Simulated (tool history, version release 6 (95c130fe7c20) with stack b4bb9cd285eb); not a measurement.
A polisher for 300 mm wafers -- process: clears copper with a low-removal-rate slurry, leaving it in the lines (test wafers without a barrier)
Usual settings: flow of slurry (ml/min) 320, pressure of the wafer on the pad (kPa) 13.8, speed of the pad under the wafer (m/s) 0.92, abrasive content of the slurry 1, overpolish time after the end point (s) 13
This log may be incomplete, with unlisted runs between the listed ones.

run    hour  flow of slurry (ml/min)  pressure of the wafer on the pad (kPa)  speed of the pad under the wafer (m/s)  abrasive content of the slurry  overpolish time after the end point (s)  incoming thickness of the incoming film, nm  time until the end point was called (s)  dishing of a wide line in a test structure (Å)
  1       0                      320                                    13.8                                    0.92                               1                                        9                                        275.1                                    125.2                                             138
  2    87.4                      320                                    13.8                                    0.92                               1                                        9                                        276.4                                    131.5                                             143
  3     158                      320                                    10.3                                    0.92                               1                                       13                                        277.6                                    170.9                                             148
  4   204.3                      320                                    10.3                                    0.92                               1                                       13                                        273.5                                    167.2                                             155
  5   248.7                      320                                    13.8                                    0.92                               1                                       13                                        276.4                                    130.4                                             206
      266.3  -- slurry blender recalibrated
      276.3  -- worn pad replaced by a new one
      327.2  -- slurry nozzle cleaned
  6   327.7                      320                                    13.8                                    0.92                               1                                       13                                          273                                    126.8                                             202
  7   394.6                      320                                    13.8                                    0.92                               1                                       13                                        275.2                                    123.5                                             199
  8   478.3                      320                                    13.8                                    0.92                               1                                       13                                        277.8                                    123.1                                             211
  9     550                      320                                    13.8                                    0.92                               1                                       13                                        276.8                                    123.8                                             212
 10   619.9                      320                                    13.8                                    0.92                               1                                       13                                        276.5                                    118.6                                             211
      642.1  -- head pressure recalibrated
 11   682.6                      320                                    13.8                                    0.92                               1                                       13                                        273.4                                      133                                             198
      753.7  -- worn pad replaced by a new one
      756.6  -- slurry blender recalibrated
 12   762.6                      320                                    13.8                                    0.82                            0.85                                       13                                        274.2                                    151.1                                             171
 13   846.5                      320                                    13.8                                     0.7                               1                                       13                                        275.5                                    164.9                                             156
      860.7  -- slurry nozzle cleaned
 14   887.4                      240                                    12.4                                    0.92                               1                                       10                                        269.2                                    142.9                                             137
 15   959.8                      255                                    13.8                                    0.92                             0.9                                       13                                        275.5                                    136.9                                             190
 16  1009.2                      320                                    15.2                                    0.92                            0.85                                       13                                          271                                    118.4                                             210
 17    1058                      320                                    13.8                                    0.92                               1                                        9                                          273                                    129.7                                             141
 18  1106.3                      400                                      11                                    0.92                             1.1                                       20                                        277.5                                      154                                             249
 19  1153.3                      320                                    13.8                                    0.92                             1.2                                       13                                        273.9                                    120.6                                             214
     1204.5  -- worn pad replaced by a new one
     1211.6  -- slurry blender recalibrated
 20  1233.9                      385                                    13.8                                    1.06                             1.1                                       13                                        276.3                                    109.8                                             242
     1295.9  -- slurry nozzle cleaned
 21  1303.5                      320                                    13.8                                    0.92                               1                                       11                                        277.5                                      127                                             169
 22  1353.6                      425                                    13.8                                    0.92                            1.15                                       13                                          277                                    119.9                                             220
 23  1428.6                      260                                    13.8                                    0.92                               1                                       15                                        270.8                                    127.5                                             230
 24  1520.5                      320                                    11.7                                    0.92                               1                                       13                                        272.3                                    141.6                                             174
     1617.9  -- worn pad replaced by a new one
     1665.1  -- slurry blender recalibrated
 25  1702.7                      320                                    13.8                                    0.92                               1                                       13                                        275.3                                    120.8                                             214
     1781.1  -- head pressure recalibrated
 26    1782                      320                                    13.8                                    0.92                             1.1                                        9                                        275.7                                      130                                             144
     1833.9  -- slurry nozzle cleaned
 27  1866.6                      320                                    13.8                                    0.92                            1.25                                       19                                        271.5                                    122.5                                             283

The logged runs with the hidden state left out (each run's random variation unchanged):
Unlogged tool condition in this case: removal rate lost through wear of the pad, %; slurry flow missing at the pad, %; deviation of the head's pressure from its setpoint, %; abrasive missing from the slurry, %.
run  time until the end point was called (s)  dishing of a wide line in a test structure (Å)
  1                                    126.5                                             137
  2                                    133.9                                             141
  3                                    175.5                                             145
  4                                    172.6                                             150
  5                                    135.4                                             199
  6                                    133.1                                             193
  7                                    130.9                                             188
  8                                    132.2                                             197
  9                                    134.6                                             195
 10                                    130.6                                             192
 11                                    133.9                                             196
 12                                    152.4                                             169
 13                                    166.7                                             154
 14                                    144.7                                             135
 15                                    139.2                                             187
 16                                    120.8                                             206
 17                                    132.8                                             138
 18                                    158.2                                             243
 19                                    124.4                                             208
 20                                    114.1                                             234
 21                                    133.1                                             162
 22                                    126.4                                             209
 23                                    135.8                                             217
 24                                    152.9                                             162
 25                                    134.5                                             193
 26                                    130.3                                             144
 27                                    122.9                                             282
